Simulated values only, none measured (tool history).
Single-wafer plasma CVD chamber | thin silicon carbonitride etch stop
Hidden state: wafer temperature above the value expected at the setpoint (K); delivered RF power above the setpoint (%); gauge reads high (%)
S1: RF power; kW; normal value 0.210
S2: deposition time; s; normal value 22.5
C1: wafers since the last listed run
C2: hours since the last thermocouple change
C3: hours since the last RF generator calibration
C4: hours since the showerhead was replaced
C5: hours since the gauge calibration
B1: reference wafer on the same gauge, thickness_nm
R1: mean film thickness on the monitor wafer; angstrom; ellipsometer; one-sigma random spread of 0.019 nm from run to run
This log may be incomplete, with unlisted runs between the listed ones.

{"run": 1, "hour": 0.0, "S1": 0.225, "S2": 22.5, "C1": 0, "C2": 2809.3, "C3": 1564.1, "C4": 6418.8, "C5": 160.9, "B1": 12.698, "R1": 122.17}
{"run": 2, "hour": 9.9, "S1": 0.225, "S2": 22.5, "C1": 142, "C2": 2819.2, "C3": 1574.0, "C4": 6428.7, "C5": 170.8, "B1": 12.704, "R1": 122.58}
{"run": 3, "hour": 19.1, "S1": 0.225, "S2": 22.5, "C1": 132, "C2": 2828.4, "C3": 1583.2, "C4": 6437.9, "C5": 180.0, "B1": 12.695, "R1": 122.49}
{"run": 4, "hour": 36.9, "S1": 0.245, "S2": 22.5, "C1": 256, "C2": 2846.2, "C3": 1601.0, "C4": 6455.7, "C5": 197.8, "B1": 12.705, "R1": 127.42}
{"run": 5, "hour": 51.0, "S1": 0.245, "S2": 22.5, "C1": 203, "C2": 2860.3, "C3": 1615.1, "C4": 6469.8, "C5": 211.9, "B1": 12.699, "R1": 127.09}
{"run": 6, "hour": 58.7, "S1": 0.245, "S2": 22.5, "C1": 111, "C2": 2868.0, "C3": 1622.8, "C4": 6477.5, "C5": 219.6, "B1": 12.704, "R1": 127.22}
{"run": 7, "hour": 68.1, "S1": 0.21, "S2": 22.5, "C1": 135, "C2": 2877.4, "C3": 1632.2, "C4": 6486.9, "C5": 229.0, "B1": 12.707, "R1": 118.54}
{"run": 8, "hour": 81.8, "S1": 0.18, "S2": 22.5, "C1": 197, "C2": 2891.1, "C3": 1645.9, "C4": 6500.6, "C5": 242.7, "B1": 12.7, "R1": 109.53}
{"run": 9, "hour": 98.6, "S1": 0.21, "S2": 22.5, "C1": 242, "C2": 2907.9, "C3": 1662.7, "C4": 6517.4, "C5": 259.5, "B1": 12.697, "R1": 118.48}
{"hour": 111.9, "done": "RF generator calibrated"}
{"run": 10, "hour": 112.4, "S1": 0.21, "S2": 22.5, "C1": 83, "C2": 2921.7, "C3": 0.5, "C4": 6531.2, "C5": 273.3, "B1": 12.702, "R1": 123.63}
{"run": 11, "hour": 126.5, "S1": 0.21, "S2": 22.5, "C1": 203, "C2": 2935.8, "C3": 14.6, "C4": 6545.3, "C5": 287.4, "B1": 12.698, "R1": 123.06}
{"run": 12, "hour": 142.4, "S1": 0.21, "S2": 22.5, "C1": 229, "C2": 2951.7, "C3": 30.5, "C4": 6561.2, "C5": 303.3, "B1": 12.703, "R1": 123.2}
{"hour": 155.3, "done": "thermocouple changed; heater temperature recalibrated"}
{"run": 13, "hour": 155.8, "S1": 0.21, "S2": 22.5, "C1": 77, "C2": 0.5, "C3": 43.9, "C4": 6574.6, "C5": 316.7, "B1": 12.699, "R1": 122.91}
{"run": 14, "hour": 160.6, "S1": 0.21, "S2": 22.5, "C1": 69, "C2": 5.3, "C3": 48.7, "C4": 6579.4, "C5": 321.5, "B1": 12.699, "R1": 122.85}
{"hour": 179.0, "done": "showerhead replaced"}
{"run": 15, "hour": 179.5, "S1": 0.185, "S2": 26.5, "C1": 157, "C2": 24.2, "C3": 67.6, "C4": 0.5, "C5": 340.4, "B1": 12.699, "R1": 135.63}
{"run": 16, "hour": 186.0, "S1": 0.18, "S2": 21.1, "C1": 93, "C2": 30.7, "C3": 74.1, "C4": 7.0, "C5": 346.9, "B1": 12.702, "R1": 106.55}

The next listed run, before its measurement:
{"run": 17, "hour": 196.4, "S1": 0.185, "S2": 22.5, "C1": 150, "C2": 41.1, "C3": 84.5, "C4": 17.4, "C5": 357.3, "B1": "?", "R1": "?"}

B1: 12.695
R1: 115.42 angstrom
Without the tool's hidden state the same run would have given R1 116.20 angstrom.
